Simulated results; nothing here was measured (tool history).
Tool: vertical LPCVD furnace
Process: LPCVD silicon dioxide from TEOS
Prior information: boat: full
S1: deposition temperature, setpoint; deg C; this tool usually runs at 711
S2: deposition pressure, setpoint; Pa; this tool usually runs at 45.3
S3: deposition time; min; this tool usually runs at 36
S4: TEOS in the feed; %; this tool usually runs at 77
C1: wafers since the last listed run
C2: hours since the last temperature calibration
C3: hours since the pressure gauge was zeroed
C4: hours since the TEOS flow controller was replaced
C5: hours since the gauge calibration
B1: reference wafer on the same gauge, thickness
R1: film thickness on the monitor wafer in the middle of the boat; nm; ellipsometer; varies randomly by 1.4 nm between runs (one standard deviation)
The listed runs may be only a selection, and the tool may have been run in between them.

| run | hour | S1 | S2 | S3 | S4 | C1 | C2 | C3 | C4 | C5 | B1 | R1 |
|---|---|---|---|---|---|---|---|---|---|---|---|---|
| 1 | 0 | 711 | 50.7 | 36 | 77 | 0 | 760.1 | 1183.6 | 3754.3 | 839 | 476.73 | 447.25 |
| 2 | 70.2 | 711 | 50.7 | 36 | 77 | 862 | 830.3 | 1253.8 | 3824.5 | 909.2 | 476 | 449.69 |
| 3 | 123.7 | 711 | 45.3 | 36 | 77 | 657 | 883.8 | 1307.3 | 3878 | 962.7 | 475.91 | 422.27 |
| 4 | 166.2 | 711 | 45.3 | 36 | 77 | 522 | 926.3 | 1349.8 | 3920.5 | 1005.2 | 475.84 | 426.07 |
| 5 | 194.5 | 711 | 45.3 | 42.5 | 77 | 347 | 954.6 | 1378.1 | 3948.8 | 1033.5 | 475.61 | 503.25 |
| 6 | 244.8 | 711 | 45.3 | 36 | 77 | 617 | 1004.9 | 1428.4 | 3999.1 | 1083.8 | 475.6 | 422.8 |
| 7 | 298.1 | 711 | 45.3 | 36 | 77 | 654 | 1058.2 | 1481.7 | 4052.4 | 1137.1 | 476.43 | 426.91 |
| 8 | 354.2 | 711 | 45.3 | 26.5 | 77 | 689 | 1114.3 | 1537.8 | 4108.5 | 1193.2 | 476.08 | 312.22 |
|  | 386.8 | TEOS flow controller replaced |
| 9 | 409.3 | 711 | 45.3 | 36 | 77 | 382 | 1169.4 | 1592.9 | 22.5 | 1248.3 | 476.32 | 426.41 |
| 10 | 436.7 | 711 | 45.3 | 36 | 77 | 336 | 1196.8 | 1620.3 | 49.9 | 1275.7 | 475.9 | 426.89 |
| 11 | 462.1 | 711 | 45.3 | 36 | 77 | 312 | 1222.2 | 1645.7 | 75.3 | 1301.1 | 476.07 | 428.22 |
| 12 | 506.9 | 711 | 45.3 | 36 | 77 | 550 | 1267 | 1690.5 | 120.1 | 1345.9 | 475.91 | 430.05 |
|  | 532.9 | gauge calibrated |
| 13 | 574 | 711 | 45.3 | 36 | 77 | 824 | 1334.1 | 1757.6 | 187.2 | 41.1 | 476.4 | 429.65 |
| 14 | 612.5 | 711 | 38.7 | 22.5 | 90 | 472 | 1372.6 | 1796.1 | 225.7 | 79.6 | 475.68 | 268.53 |
| 15 | 674.9 | 711 | 40.7 | 22.5 | 77 | 766 | 1435 | 1858.5 | 288.1 | 142 | 476.16 | 253.55 |
| 16 | 730.2 | 711 | 45.3 | 36 | 77 | 679 | 1490.3 | 1913.8 | 343.4 | 197.3 | 476.23 | 428.01 |
| 17 | 763.2 | 711 | 38 | 36 | 77 | 405 | 1523.3 | 1946.8 | 376.4 | 230.3 | 476 | 391.38 |
|  | 839.5 | pressure gauge zeroed |
| 18 | 840 | 711 | 45.3 | 36 | 77 | 648 | 1600.1 | 0.5 | 453.2 | 307.1 | 476.18 | 426.07 |
|  | 896.3 | thermocouples replaced and temperature profile calibrated |
| 19 | 896.8 | 711 | 45.3 | 36 | 77 | 402 | 0.5 | 57.3 | 510 | 363.9 | 476.64 | 408.98 |
| 20 | 930 | 715 | 52.7 | 36 | 77 | 407 | 33.7 | 90.5 | 543.2 | 397.1 | 475.54 | 483.29 |
| 21 | 964.5 | 711 | 55.3 | 36 | 77 | 423 | 68.2 | 125 | 577.7 | 431.6 | 476.22 | 454.79 |
| 22 | 1030.5 | 711 | 45.3 | 36 | 72 | 810 | 134.2 | 191 | 643.7 | 497.6 | 475.87 | 400.21 |
| 23 | 1086.3 | 711 | 45.3 | 36 | 88 | 685 | 190 | 246.8 | 699.5 | 553.4 | 475.37 | 446.6 |
| 24 | 1129.5 | 721 | 45.3 | 36 | 77 | 530 | 233.2 | 290 | 742.7 | 596.6 | 476.25 | 519.13 |
| 25 | 1155.4 | 718 | 56.7 | 28.5 | 67 | 318 | 259.1 | 315.9 | 768.6 | 622.5 | 475.74 | 405.68 |
| 26 | 1199 | 711 | 45.3 | 41.5 | 77 | 535 | 302.7 | 359.5 | 812.2 | 666.1 | 476.14 | 486.67 |

Alternative continuations, all from the tool just after run 26; predict every row:
| A | 1203 | 711 | 35.3 | 36 | 77 | 49 | 306.7 | 363.5 | 816.2 | 670.1 | ? | ? |
| B | 1203 | 711 | 35.3 | 36 | 91 | 49 | 306.7 | 363.5 | 816.2 | 670.1 | ? | ? |
| C | 1203 | 711 | 45.3 | 25.5 | 77 | 49 | 306.7 | 363.5 | 816.2 | 670.1 | ? | ? |

| run | B1 | R1 |
|---|---|---|
| A | 475.89 | 369.6 |
| B | 475.89 | 401.8 |
| C | 475.89 | 296.54 |
Without the tool's unlogged condition, the same runs would have read:
| run | R1 |
|---|---|
| A | 354.16 |
| B | 385.01 |
| C | 284.15 |
